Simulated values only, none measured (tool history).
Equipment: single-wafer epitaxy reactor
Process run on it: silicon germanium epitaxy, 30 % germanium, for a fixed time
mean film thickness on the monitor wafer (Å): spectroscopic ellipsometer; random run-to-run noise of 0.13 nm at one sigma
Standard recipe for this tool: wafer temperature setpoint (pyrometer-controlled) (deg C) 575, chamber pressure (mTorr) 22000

| run | hour | wafer temperature setpoint (pyrometer-controlled) (deg C) | chamber pressure (mTorr) | read-back reference wafer on the same gauge, thickness_nm | mean film thickness on the monitor wafer (Å) |
|---|---|---|---|---|---|
| 1 | 0 | 575 | 23300 | 37.388 | 407.27 |
| 2 | 17.2 | 575 | 23300 | 37.426 | 402.85 |
| 3 | 31 | 571 | 22000 | 37.377 | 364.46 |
| 4 | 37.5 | 571 | 22000 | 37.365 | 363.06 |
|  | 46 | showerhead replaced |
| 5 | 47.3 | 575 | 22000 | 37.383 | 398.17 |
| 6 | 56 | 575 | 22000 | 37.4 | 398.77 |
| 7 | 68.1 | 564 | 19900 | 37.389 | 300.44 |
| 8 | 78.3 | 564 | 19900 | 37.377 | 300.43 |
| 9 | 86.8 | 575 | 22000 | 37.379 | 398.81 |
| 10 | 92.9 | 575 | 22000 | 37.376 | 395.42 |
|  | 109.3 | pyrometer calibrated |
|  | 112.2 | capacitance manometer re-zeroed and calibrated |
| 11 | 112.7 | 565 | 24200 | 37.399 | 327.17 |
| 12 | 121.1 | 565 | 24200 | 37.382 | 326.74 |
| 13 | 136.1 | 575 | 23300 | 37.385 | 405.4 |
| 14 | 148 | 575 | 18900 | 37.418 | 379.78 |
| 15 | 163 | 575 | 22000 | 37.373 | 395.8 |
| 16 | 170.8 | 566 | 19400 | 37.389 | 312.36 |
| 17 | 179.5 | 582 | 18000 | 37.363 | 432.99 |
| 18 | 190.8 | 579 | 25200 | 37.417 | 454.73 |
| 19 | 243 | 569 | 17500 | 37.394 | 324.49 |
| 20 | 249.3 | 589 | 20600 | 37.406 | 528.66 |
| 21 | 255.9 | 568 | 26000 | 37.359 | 360.59 |
|  | 264.1 | gauge calibrated |
| 22 | 265.4 | 575 | 22000 | 37.404 | 394.81 |
| 23 | 274.2 | 575 | 23600 | 37.392 | 405.61 |
| 24 | 286.5 | 585 | 25200 | 37.386 | 517.17 |
| 25 | 303.1 | 583 | 22000 | 37.379 | 469.58 |
| 26 | 312.3 | 588 | 24200 | 37.401 | 544.46 |
| 27 | 323.3 | 562 | 23600 | 37.397 | 304.11 |

Expected results for the next run?
| 28 | 337.9 | 565 | 20200 | ? | ? |

read-back reference wafer on the same gauge, thickness_nm: 37.418
mean film thickness on the monitor wafer (Å): 309.26
With no hidden state in the tool, this same run would have given mean film thickness on the monitor wafer (Å) 309.26.
